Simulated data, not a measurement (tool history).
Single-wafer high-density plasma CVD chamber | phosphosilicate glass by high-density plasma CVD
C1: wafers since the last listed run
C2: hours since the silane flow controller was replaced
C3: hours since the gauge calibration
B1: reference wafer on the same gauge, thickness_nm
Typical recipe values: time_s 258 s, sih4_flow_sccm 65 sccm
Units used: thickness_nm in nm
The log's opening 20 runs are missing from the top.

run 21 day=10.504 | time_s=295 sih4_flow_sccm=52 | C1=100 C2=64.2 C3=113.9 | B1=1510.009 | thickness_nm=1624.809
run 22 day=11.233 | time_s=233 sih4_flow_sccm=65 | C1=156 C2=81.7 C3=131.4 | B1=1509.971 | thickness_nm=1602.329
run 23 day=11.879 | time_s=243 sih4_flow_sccm=75 | C1=138 C2=97.2 C3=146.9 | B1=1510.728 | thickness_nm=1929.37
run 24 day=12.179 | time_s=258 sih4_flow_sccm=65 | C1=64 C2=104.4 C3=154.1 | B1=1510.483 | thickness_nm=1780.423
run 25 day=12.575 | time_s=288 sih4_flow_sccm=58 | C1=85 C2=113.9 C3=163.6 | B1=1510.013 | thickness_nm=1769.784
run 26 day=13.233 | time_s=258 sih4_flow_sccm=65 | C1=141 C2=129.7 C3=179.4 | B1=1510.139 | thickness_nm=1780.246
run 27 day=13.762 | time_s=258 sih4_flow_sccm=65 | C1=113 C2=142.4 C3=192.1 | B1=1509.291 | thickness_nm=1777.494
run 28 day=14.738 | time_s=215 sih4_flow_sccm=70 | C1=209 C2=165.8 C3=215.5 | B1=1510.732 | thickness_nm=1595.439
run 29 day=15.079 | time_s=238 sih4_flow_sccm=65 | C1=73 C2=174 C3=223.7 | B1=1509.939 | thickness_nm=1637.388
run 30 day=15.504 | time_s=287 sih4_flow_sccm=60 | C1=91 C2=184.2 C3=233.9 | B1=1509.617 | thickness_nm=1824.352
-- day=15.817 gauge calibrated
run 31 day=16.067 | time_s=258 sih4_flow_sccm=65 | C1=120 C2=197.7 C3=6 | B1=1510.636 | thickness_nm=1780.636
run 32 day=16.333 | time_s=258 sih4_flow_sccm=53 | C1=57 C2=204.1 C3=12.4 | B1=1510.737 | thickness_nm=1452.479
run 33 day=16.892 | time_s=242 sih4_flow_sccm=72 | C1=119 C2=217.5 C3=25.8 | B1=1510.633 | thickness_nm=1846.135
run 34 day=17.179 | time_s=283 sih4_flow_sccm=65 | C1=61 C2=224.4 C3=32.7 | B1=1510.071 | thickness_nm=1950.291

Predict each of these 4 candidate next runs independently; none follows another, all start after run 34:
run A day=17.2 | time_s=258 sih4_flow_sccm=76 | C1=4 C2=224.9 C3=33.2 | B1=? | thickness_nm=?
run B day=17.2 | time_s=258 sih4_flow_sccm=58 | C1=4 C2=224.9 C3=33.2 | B1=? | thickness_nm=?
run C day=17.2 | time_s=294 sih4_flow_sccm=65 | C1=4 C2=224.9 C3=33.2 | B1=? | thickness_nm=?
run D day=17.2 | time_s=207 sih4_flow_sccm=65 | C1=4 C2=224.9 C3=33.2 | B1=? | thickness_nm=?

run=A B1=1509.173 thickness_nm=2079.143
run=B B1=1509.173 thickness_nm=1586.714
run=C B1=1509.173 thickness_nm=2026.337
run=D B1=1509.173 thickness_nm=1426.707
Had the tool no hidden state, the same runs would have come out as:
run=A thickness_nm=2103.043
run=B thickness_nm=1604.954
run=C thickness_nm=2049.63
run=D thickness_nm=1443.107

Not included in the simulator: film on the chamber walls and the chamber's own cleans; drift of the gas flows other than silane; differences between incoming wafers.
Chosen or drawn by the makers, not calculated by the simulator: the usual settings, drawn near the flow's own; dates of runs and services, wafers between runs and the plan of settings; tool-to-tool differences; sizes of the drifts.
